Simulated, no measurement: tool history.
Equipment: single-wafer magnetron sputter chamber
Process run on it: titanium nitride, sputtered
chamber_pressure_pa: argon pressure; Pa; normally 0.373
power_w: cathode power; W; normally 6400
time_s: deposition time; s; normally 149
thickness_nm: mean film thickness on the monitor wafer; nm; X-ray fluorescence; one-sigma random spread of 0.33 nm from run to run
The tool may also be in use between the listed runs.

run,day,chamber_pressure_pa,power_w,time_s,wafers since the last listed run,wafers on the sputter target,hours since the last manometer calibration,hours since the magnet pack was replaced,hours since the gauge calibration,"read-back reference wafer on the same gauge, thickness_nm",thickness_nm
1,0,0.373,7400,149,0,4162,1097.6,6682.6,284.9,147.953,195.458
2,0.558,0.373,5950,149,128,4290,1111,6696,298.3,148.025,157.223
3,1.158,0.373,5950,149,138,4429,1125.4,6710.4,312.7,148.008,157.112
4,2.821,0.373,5950,149,383,4812,1165.3,6750.3,352.6,147.998,156.788
5,3.267,0.373,6400,149,102,4915,1176,6761,363.3,147.952,168.76
6,3.692,0.373,6400,149,97,5013,1186.2,6771.2,373.5,147.942,168.535
7,4.238,0.373,6400,149,125,5139,1199.3,6784.3,386.6,148.077,167.873
8,4.675,0.373,6400,149,100,5240,1209.8,6794.8,397.1,148.034,168.545
9,5.167,0.373,6400,142,113,5353,1221.6,6806.6,408.9,148.013,160.888
10,5.883,0.373,6400,142,165,5518,1238.8,6823.8,426.1,148.071,160.212
11,6.25,0.373,6400,149,84,5603,1247.6,6832.6,434.9,147.985,168.731
12,6.779,0.373,6400,149,122,5725,1260.3,6845.3,447.6,147.966,168.754
# day 7.033: gauge calibrated
13,7.458,0.373,6400,149,156,5881,1276.6,6861.6,10.2,147.964,168.204
14,8.021,0.373,6400,149,129,6011,1290.1,6875.1,23.7,147.971,168.442
15,8.5,0.373,6400,135,110,6121,1301.6,6886.6,35.2,147.928,152.462
# day 8.888: magnet pack replaced
16,8.908,0.373,6400,135,17,6139,1311.4,0.5,45,148.051,152.369
17,9.017,0.373,6400,165,24,6164,1314,3.1,47.6,148.008,186.627
18,9.492,0.492,4850,149,109,6273,1325.4,14.5,59,147.973,122.43
19,9.904,0.481,5100,132,95,6368,1335.3,24.4,68.9,147.923,114.739
# day 11.696: capacitance manometer re-zeroed and calibrated
20,11.717,0.373,6400,149,341,6709,0.5,67.9,112.4,147.929,164.315
21,12.208,0.424,6400,135,113,6823,12.3,79.7,124.2,147.965,145.5
22,12.758,0.373,6400,149,126,6950,25.5,92.9,137.4,148.028,163.938
23,13.025,0.373,6400,149,61,7011,31.9,99.3,143.8,148.005,165.106
# day 13.412: sputter target and shields replaced
24,13.721,0.373,6400,149,83,71,48.6,116,160.5,148.078,167.228
25,14.146,0.331,7300,149,97,169,58.8,126.2,170.7,148.041,193.428
26,14.729,0.373,7100,169,134,303,72.8,140.2,184.7,148.048,210.457
27,15.4,0.373,6400,165,154,458,88.9,156.3,200.8,147.957,184.41
28,15.854,0.373,7400,125,104,562,99.8,167.2,211.7,148.065,161.534
29,16.188,0.298,6400,149,76,639,107.8,175.2,219.7,148.024,172.163
30,18.054,0.271,6400,149,430,1070,152.6,220,264.5,147.86,173.725
31,18.45,0.518,5350,160,91,1161,162.1,229.5,274,148.031,141.735
32,18.946,0.373,6400,149,114,1275,174,241.4,285.9,148.001,166.704
33,19.312,0.478,7150,126,84,1360,182.8,250.2,294.7,147.9,151.44
34,19.85,0.254,5750,149,123,1484,195.7,263.1,307.6,148.087,157.905

Forecast each of these 5 alternatives for the next run:
A,19.867,0.373,6400,149,3,1488,196.1,263.5,308,?,?
B,19.867,0.417,5400,170,3,1488,196.1,263.5,308,?,?
C,19.867,0.281,4900,160,3,1488,196.1,263.5,308,?,?
D,19.867,0.463,6400,149,3,1488,196.1,263.5,308,?,?
E,19.867,0.33,6400,125,3,1488,196.1,263.5,308,?,?

run,"read-back reference wafer on the same gauge, thickness_nm",thickness_nm
A,148.01,167.054
B,148.01,158.015
C,148.01,142.538
D,148.01,161.172
E,148.01,142.59
What these runs would have given with no unlogged condition in the tool:
run,thickness_nm
A,165.786
B,156.555
C,141.962
D,159.409
E,141.743
